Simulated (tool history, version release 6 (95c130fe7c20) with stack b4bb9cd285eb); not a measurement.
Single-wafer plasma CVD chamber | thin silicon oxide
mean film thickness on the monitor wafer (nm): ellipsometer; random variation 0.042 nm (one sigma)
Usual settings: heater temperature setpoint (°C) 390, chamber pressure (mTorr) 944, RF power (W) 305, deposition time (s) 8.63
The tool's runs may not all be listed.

| run | day | heater temperature setpoint (°C) | chamber pressure (mTorr) | RF power (W) | deposition time (s) | wafers since the last listed run | hours since the last thermocouple change | hours since the last RF generator calibration | hours since the last manometer calibration | hours since the showerhead was replaced | hours since the gauge calibration | read-back reference wafer on the same gauge, thickness_nm | mean film thickness on the monitor wafer (nm) |
|---|---|---|---|---|---|---|---|---|---|---|---|---|---|
| 1 | 0.000 | 390 | 1012 | 305 | 8.63 | 0 | 467.9 | 1019.2 | 537.5 | 3602.7 | 212.2 | 17.011 | 19.268 |
| 2 | 1.142 | 390 | 1012 | 305 | 8.63 | 794 | 495.3 | 1046.6 | 564.9 | 3630.1 | 239.6 | 16.989 | 19.313 |
| 3 | 2.138 | 390 | 944 | 305 | 8.63 | 692 | 519.2 | 1070.5 | 588.8 | 3654.0 | 263.5 | 17.007 | 18.123 |
| 4 | 3.150 | 390 | 944 | 270 | 8.63 | 704 | 543.5 | 1094.8 | 613.1 | 3678.3 | 287.8 | 17.023 | 17.060 |
| 5 | 4.629 | 390 | 944 | 290 | 8.63 | 1029 | 579.0 | 1130.3 | 648.6 | 3713.8 | 323.3 | 16.985 | 17.694 |
| 6 | 5.196 | 390 | 944 | 305 | 9.84 | 394 | 592.6 | 1143.9 | 662.2 | 3727.4 | 336.9 | 16.994 | 20.565 |
| 7 | 6.371 | 390 | 944 | 305 | 9.84 | 817 | 620.8 | 1172.1 | 690.4 | 3755.6 | 365.1 | 17.000 | 20.552 |
| 8 | 7.650 | 390 | 944 | 305 | 9.84 | 890 | 651.5 | 1202.8 | 721.1 | 3786.3 | 395.8 | 17.014 | 20.616 |
| 9 | 8.350 | 390 | 1045 | 270 | 8.63 | 487 | 668.3 | 1219.6 | 737.9 | 3803.1 | 412.6 | 16.997 | 18.482 |
| 10 | 11.933 | 390 | 1045 | 270 | 8.63 | 2493 | 754.3 | 1305.6 | 823.9 | 3889.1 | 498.6 | 17.015 | 18.492 |
| 11 | 13.167 | 390 | 944 | 305 | 10.06 | 858 | 783.9 | 1335.2 | 853.5 | 3918.7 | 528.2 | 16.999 | 21.013 |
| 12 | 14.062 | 390 | 944 | 305 | 8.63 | 623 | 805.4 | 1356.7 | 875.0 | 3940.2 | 549.7 | 16.984 | 18.080 |

Run 13 comes next. What will it give?
| 13 | 15.008 | 404 | 944 | 305 | 8.63 | 658 | 828.1 | 1379.4 | 897.7 | 3962.9 | 572.4 | ? | ? |

Run 13 gave read-back reference wafer on the same gauge, thickness_nm 17.009, mean film thickness on the monitor wafer (nm) 17.790.
Without the tool's hidden state the same run would have given mean film thickness on the monitor wafer (nm) 18.205.
